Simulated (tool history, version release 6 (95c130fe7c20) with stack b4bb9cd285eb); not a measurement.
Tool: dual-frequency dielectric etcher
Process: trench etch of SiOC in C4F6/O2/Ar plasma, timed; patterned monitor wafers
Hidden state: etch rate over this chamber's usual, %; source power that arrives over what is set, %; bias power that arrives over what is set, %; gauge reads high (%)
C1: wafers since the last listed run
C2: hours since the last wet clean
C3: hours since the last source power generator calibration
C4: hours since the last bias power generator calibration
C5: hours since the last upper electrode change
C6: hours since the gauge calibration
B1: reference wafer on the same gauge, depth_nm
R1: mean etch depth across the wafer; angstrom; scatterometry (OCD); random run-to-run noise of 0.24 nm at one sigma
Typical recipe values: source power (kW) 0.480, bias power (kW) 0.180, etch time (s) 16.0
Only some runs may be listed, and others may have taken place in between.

Run 1, hour 0.0: usual settings; C1 0; C2 352.5; C3 4852.8; C4 1342.6; C5 3967.0; C6 84.6; B1 29.21. Result: R1 332.0 angstrom.
Run 2, hour 6.9: usual settings; C1 105; C2 359.4; C3 4859.7; C4 1349.5; C5 3973.9; C6 91.5; B1 29.17. Result: R1 331.6 angstrom.
Run 3, hour 20.5: usual settings but etch time (s) 14.0; C1 208; C2 373.0; C3 4873.3; C4 1363.1; C5 3987.5; C6 105.1; B1 29.14. Result: R1 291.6 angstrom.
Run 4, hour 35.3: usual settings but etch time (s) 14.0; C1 226; C2 387.8; C3 4888.1; C4 1377.9; C5 4002.3; C6 119.9; B1 29.20. Result: R1 290.2 angstrom.
Run 5, hour 44.2: usual settings but bias power (kW) 0.160; C1 136; C2 396.7; C3 4897.0; C4 1386.8; C5 4011.2; C6 128.8; B1 29.21. Result: R1 317.2 angstrom.
Run 6, hour 51.3: usual settings but bias power (kW) 0.160; C1 108; C2 403.8; C3 4904.1; C4 1393.9; C5 4018.3; C6 135.9; B1 29.17. Result: R1 317.2 angstrom.
Run 7, hour 62.0: usual settings but bias power (kW) 0.160; C1 164; C2 414.5; C3 4914.8; C4 1404.6; C5 4029.0; C6 146.6; B1 29.21. Result: R1 317.7 angstrom.
Run 8, hour 69.3: usual settings; C1 111; C2 421.8; C3 4922.1; C4 1411.9; C5 4036.3; C6 153.9; B1 29.20. Result: R1 332.3 angstrom.
Run 9, hour 76.8: usual settings; C1 114; C2 429.3; C3 4929.6; C4 1419.4; C5 4043.8; C6 161.4; B1 29.23. Result: R1 325.6 angstrom.
Run 10, hour 94.7: usual settings; C1 274; C2 447.2; C3 4947.5; C4 1437.3; C5 4061.7; C6 179.3; B1 29.20. Result: R1 330.6 angstrom.
At hour 111.3: source power generator calibrated.
Run 11, hour 111.8: usual settings; C1 200; C2 464.3; C3 0.5; C4 1454.4; C5 4078.8; C6 196.4; B1 29.15. Result: R1 330.9 angstrom.
Run 12, hour 122.2: usual settings but etch time (s) 18.5; C1 159; C2 474.7; C3 10.9; C4 1464.8; C5 4089.2; C6 206.8; B1 29.23. Result: R1 378.6 angstrom.
Run 13, hour 129.1: usual settings but etch time (s) 18.5; C1 105; C2 481.6; C3 17.8; C4 1471.7; C5 4096.1; C6 213.7; B1 29.17. Result: R1 376.9 angstrom.
At hour 135.3: bias power generator calibrated.
Run 14, hour 140.8: usual settings but bias power (kW) 0.196; C1 118; C2 493.3; C3 29.5; C4 5.5; C5 4107.8; C6 225.4; B1 29.22. Result: R1 339.7 angstrom.
Run 15, hour 155.8: usual settings but source power (kW) 0.430, bias power (kW) 0.198, etch time (s) 14.5; C1 229; C2 508.3; C3 44.5; C4 20.5; C5 4122.8; C6 240.4; B1 29.21. Result: R1 295.0 angstrom.
Run 16, hour 169.7: usual settings but source power (kW) 0.430, bias power (kW) 0.213, etch time (s) 18.5; C1 213; C2 522.2; C3 58.4; C4 34.4; C5 4136.7; C6 254.3; B1 29.20. Result: R1 376.6 angstrom.
At hour 209.2: wet clean of the chamber.
At hour 223.8: upper electrode replaced.
Run 17, hour 224.3: usual settings but bias power (kW) 0.142; C1 245; C2 15.1; C3 113.0; C4 89.0; C5 0.5; C6 308.9; B1 29.12. Result: R1 317.2 angstrom.
Run 18, hour 224.7: usual settings but bias power (kW) 0.150, etch time (s) 20.5; C1 6; C2 15.5; C3 113.4; C4 89.4; C5 0.9; C6 309.3; B1 29.23. Result: R1 411.3 angstrom.
Run 19, hour 225.0: usual settings but source power (kW) 0.430, bias power (kW) 0.204; C1 4; C2 15.8; C3 113.7; C4 89.7; C5 1.2; C6 309.6; B1 29.22. Result: R1 342.8 angstrom.
Run 20, hour 230.7: usual settings but source power (kW) 0.600, etch time (s) 12.0; C1 87; C2 21.5; C3 119.4; C4 95.4; C5 6.9; C6 315.3; B1 29.22. Result: R1 287.6 angstrom.
Run 21, hour 250.2: usual settings but source power (kW) 0.540, bias power (kW) 0.145; C1 298; C2 41.0; C3 138.9; C4 114.9; C5 26.4; C6 334.8; B1 29.19. Result: R1 334.7 angstrom.
Run 22, hour 259.5: usual settings; C1 142; C2 50.3; C3 148.2; C4 124.2; C5 35.7; C6 344.1; B1 29.18. Result: R1 344.4 angstrom.
At hour 260.2: gauge calibrated.
Run 23, hour 267.4: usual settings; C1 121; C2 58.2; C3 156.1; C4 132.1; C5 43.6; C6 7.2; B1 29.19. Result: R1 339.2 angstrom.
Run 24, hour 282.7: usual settings; C1 234; C2 73.5; C3 171.4; C4 147.4; C5 58.9; C6 22.5; B1 29.20. Result: R1 343.3 angstrom.
Run 25, hour 294.6: usual settings; C1 182; C2 85.4; C3 183.3; C4 159.3; C5 70.8; C6 34.4; B1 29.20. Result: R1 341.9 angstrom.
Run 26, hour 311.8: usual settings but bias power (kW) 0.166; C1 263; C2 102.6; C3 200.5; C4 176.5; C5 88.0; C6 51.6; B1 29.15. Result: R1 330.3 angstrom.
Run 27, hour 337.8: usual settings but source power (kW) 0.510, bias power (kW) 0.210, etch time (s) 18.0; C1 398; C2 128.6; C3 226.5; C4 202.5; C5 114.0; C6 77.6; B1 29.15. Result: R1 413.5 angstrom.
Run 28, hour 351.1: usual settings but bias power (kW) 0.224; C1 203; C2 141.9; C3 239.8; C4 215.8; C5 127.3; C6 90.9; B1 29.24. Result: R1 370.2 angstrom.
Run 29, hour 360.6: usual settings; C1 145; C2 151.4; C3 249.3; C4 225.3; C5 136.8; C6 100.4; B1 29.16. Result: R1 338.3 angstrom.

Each row is a separate what-if for the run after 29, all from the same tool condition, not one after another. Results?
Run A, hour 361.0: usual settings but bias power (kW) 0.136; C1 6; C2 151.8; C3 249.7; C4 225.7; C5 137.2; C6 100.8; B1 ?. Result: R1 ?.
Run B, hour 361.0: usual settings but source power (kW) 0.600; C1 6; C2 151.8; C3 249.7; C4 225.7; C5 137.2; C6 100.8; B1 ?. Result: R1 ?.
Run C, hour 361.0: usual settings but source power (kW) 0.370, etch time (s) 12.0; C1 6; C2 151.8; C3 249.7; C4 225.7; C5 137.2; C6 100.8; B1 ?. Result: R1 ?.
Run D, hour 361.0: usual settings but source power (kW) 0.540, bias power (kW) 0.150, etch time (s) 18.5; C1 6; C2 151.8; C3 249.7; C4 225.7; C5 137.2; C6 100.8; B1 ?. Result: R1 ?.
Run E, hour 361.0: usual settings but source power (kW) 0.570, etch time (s) 19.5; C1 6; C2 151.8; C3 249.7; C4 225.7; C5 137.2; C6 100.8; B1 ?. Result: R1 ?.

run     B1     R1
  A  29.22  308.4
  B  29.22  380.1
  C  29.22  225.8
  D  29.22  391.3
  E  29.22  452.4
Had the tool no hidden state, the same runs would have come out as:
run     R1
  A  314.2
  B  387.2
  C  230.1
  D  398.6
  E  460.9

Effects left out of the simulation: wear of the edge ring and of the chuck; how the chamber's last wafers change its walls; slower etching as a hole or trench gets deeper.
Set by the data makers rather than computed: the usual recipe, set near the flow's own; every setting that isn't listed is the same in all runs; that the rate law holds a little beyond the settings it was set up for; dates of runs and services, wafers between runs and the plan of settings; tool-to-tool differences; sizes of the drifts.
